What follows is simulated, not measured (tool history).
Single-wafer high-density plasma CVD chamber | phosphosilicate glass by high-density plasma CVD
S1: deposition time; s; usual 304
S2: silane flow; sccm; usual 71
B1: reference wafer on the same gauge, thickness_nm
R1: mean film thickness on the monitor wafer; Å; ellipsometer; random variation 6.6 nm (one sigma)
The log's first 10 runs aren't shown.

run,day,S1,S2,B1,R1
11,28.629,324,62,1988.170,19407.35
12,31.754,324,62,1988.953,19256.10
13,34.783,304,71,1990.029,20573.43
14,38.471,304,71,1989.862,20525.35
15,41.971,304,71,1988.904,20450.28
16,46.450,320,67,1990.259,20492.47
17,49.129,304,63,1988.963,18246.32
18,51.058,347,71,1988.832,23212.21
19,55.317,347,71,1991.787,23272.87
20,57.179,347,71,1989.404,23202.77
21,59.629,304,71,1990.944,20424.90
22,62.358,263,62,1989.936,15480.54
23,66.612,253,62,1990.354,14857.43
24,70.371,328,78,1987.986,23908.19
25,72.538,347,71,1991.116,23235.55
# day 76.696: silane flow controller replaced
26,76.717,304,71,1992.888,20949.14
27,79.050,304,71,1991.121,20880.75
28,83.538,321,60,1992.084,18978.74

Run 29 comes next. What will it give?
29,85.992,352,67,?,?

{"run 29": {"B1": 1987.2, "R1": 23066.2}}
Without the tool's hidden state the same run would have given R1 23046.92 Å.
